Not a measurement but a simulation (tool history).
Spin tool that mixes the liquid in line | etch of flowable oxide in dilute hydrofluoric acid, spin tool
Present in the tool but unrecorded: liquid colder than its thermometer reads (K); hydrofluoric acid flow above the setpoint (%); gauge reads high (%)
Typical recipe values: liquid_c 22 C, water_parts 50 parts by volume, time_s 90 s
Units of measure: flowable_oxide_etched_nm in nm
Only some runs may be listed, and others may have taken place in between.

run,hour,liquid_c,water_parts,time_s,wafers since the last listed run,hours since the thermometer was replaced,hours since the hydrofluoric acid flow meter was replaced,hours since the gauge calibration,"read-back film thickness of the flowable oxide reference wafer, read on the same gauge (nm)",flowable_oxide_etched_nm
1,0,22,30,90,0,804,811.8,331.1,80.01,93.69
2,71.6,22,30,90,961,875.6,883.4,402.7,80.04,93.5
3,164.1,22,30,90,1242,968.1,975.9,495.2,80.04,93.01
4,216.3,19,50,90,701,1020.3,1028.1,547.4,80.01,48.03
5,409,19,50,90,2587,1213,1220.8,740.1,80.01,47.56
6,470.3,22,50,90,823,1274.3,1282.1,801.4,80.01,54.66
# hour 497.8: hydrofluoric acid flow meter replaced
7,533.6,22,50,90,836,1337.6,35.8,864.7,79.99,54.04
8,594.9,22,50,130,823,1398.9,97.1,926,80.02,78.11
9,636.7,24.5,50,90,561,1440.7,138.9,967.8,79.99,60.36
10,660.7,24.5,50,90,322,1464.7,162.9,991.8,79.97,60.54
11,722.7,22,50,90,832,1526.7,224.9,1053.8,80,54.37
12,759,22,50,90,487,1563,261.2,1090.1,79.98,54.19
13,822.8,22,50,90,856,1626.8,325,1153.9,79.98,54
14,876.6,22,50,90,722,1680.6,378.8,1207.7,80.01,53.89
# hour 919: gauge calibrated
15,924.6,23.5,50,60,644,1728.6,426.8,5.6,80.02,38.09
16,1004.7,22,70,70,1075,1808.7,506.9,85.7,80.02,29.38
17,1049.4,22,50,90,600,1853.4,551.6,130.4,79.98,53.98

Expected results for the next run?
18,1107.5,22,50,70,780,1911.5,609.7,188.5,?,?

Run 18 measured read-back film thickness of the flowable oxide reference wafer, read on the same gauge (nm) 79.99, flowable_oxide_etched_nm 41.87 nm.
Minus the tool's unlogged condition, the same run would have read flowable_oxide_etched_nm 43.5 nm.
